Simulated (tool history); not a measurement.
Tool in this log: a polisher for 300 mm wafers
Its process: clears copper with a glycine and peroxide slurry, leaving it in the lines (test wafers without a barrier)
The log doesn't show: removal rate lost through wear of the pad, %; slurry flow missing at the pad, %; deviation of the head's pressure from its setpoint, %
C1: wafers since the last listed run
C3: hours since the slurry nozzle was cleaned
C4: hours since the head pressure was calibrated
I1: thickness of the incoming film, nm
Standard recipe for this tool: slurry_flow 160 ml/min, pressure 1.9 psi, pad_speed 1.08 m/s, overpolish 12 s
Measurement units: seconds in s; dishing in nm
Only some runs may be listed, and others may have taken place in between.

run 1 hour=0.0 | slurry_flow=160 pressure=1.9 pad_speed=1.08 overpolish=12 | C1=0 wafers_polished_on_this_pad=725 C3=286.5 C4=261.2 | I1=464.6 | seconds=100.8 dishing=34.4
run 2 hour=26.1 | slurry_flow=160 pressure=1.9 pad_speed=1.08 overpolish=12 | C1=253 wafers_polished_on_this_pad=978 C3=312.6 C4=287.3 | I1=460.2 | seconds=105.5 dishing=35.2
-- hour=42.4 worn pad replaced by a new one
run 3 hour=53.8 | slurry_flow=160 pressure=2.1 pad_speed=1.32 overpolish=12 | C1=229 wafers_polished_on_this_pad=110 C3=340.3 C4=315.0 | I1=455.9 | seconds=78.5 dishing=41.6
run 4 hour=72.5 | slurry_flow=160 pressure=2.1 pad_speed=1.32 overpolish=12 | C1=181 wafers_polished_on_this_pad=292 C3=359.0 C4=333.7 | I1=463.6 | seconds=80.1 dishing=41.7
run 5 hour=85.7 | slurry_flow=160 pressure=2.1 pad_speed=1.32 overpolish=12 | C1=128 wafers_polished_on_this_pad=420 C3=372.2 C4=346.9 | I1=458.2 | seconds=79.7 dishing=42.4
run 6 hour=103.6 | slurry_flow=160 pressure=1.4 pad_speed=1.08 overpolish=12 | C1=173 wafers_polished_on_this_pad=593 C3=390.1 C4=364.8 | I1=458.6 | seconds=123.4 dishing=29.1
run 7 hour=118.4 | slurry_flow=160 pressure=1.4 pad_speed=1.08 overpolish=12 | C1=143 wafers_polished_on_this_pad=737 C3=404.9 C4=379.6 | I1=454.7 | seconds=126.3 dishing=28.6
run 8 hour=150.8 | slurry_flow=160 pressure=1.3 pad_speed=1.08 overpolish=12 | C1=314 wafers_polished_on_this_pad=1051 C3=437.3 C4=412.0 | I1=461.1 | seconds=141.7 dishing=27.1
-- hour=167.7 worn pad replaced by a new one
run 9 hour=177.4 | slurry_flow=160 pressure=1.9 pad_speed=1.08 overpolish=12 | C1=219 wafers_polished_on_this_pad=94 C3=463.9 C4=438.6 | I1=460.3 | seconds=100.9 dishing=35.9
-- hour=188.3 slurry nozzle cleaned
run 10 hour=194.8 | slurry_flow=160 pressure=1.7 pad_speed=1.08 overpolish=12 | C1=159 wafers_polished_on_this_pad=253 C3=6.5 C4=456.0 | I1=461.0 | seconds=108.6 dishing=32.9

The next listed run, before its measurement:
run 11 hour=216.8 | slurry_flow=140 pressure=2.1 pad_speed=0.74 overpolish=15 | C1=213 wafers_polished_on_this_pad=466 C3=28.5 C4=478.0 | I1=464.4 | seconds=? dishing=?

Run 11 produced seconds 127.3 s, dishing 36.1 nm.
Take away the tool's hidden state, keep the run-to-run variation as it was, and the same run would have given seconds 112.3 s, dishing 39.8 nm.
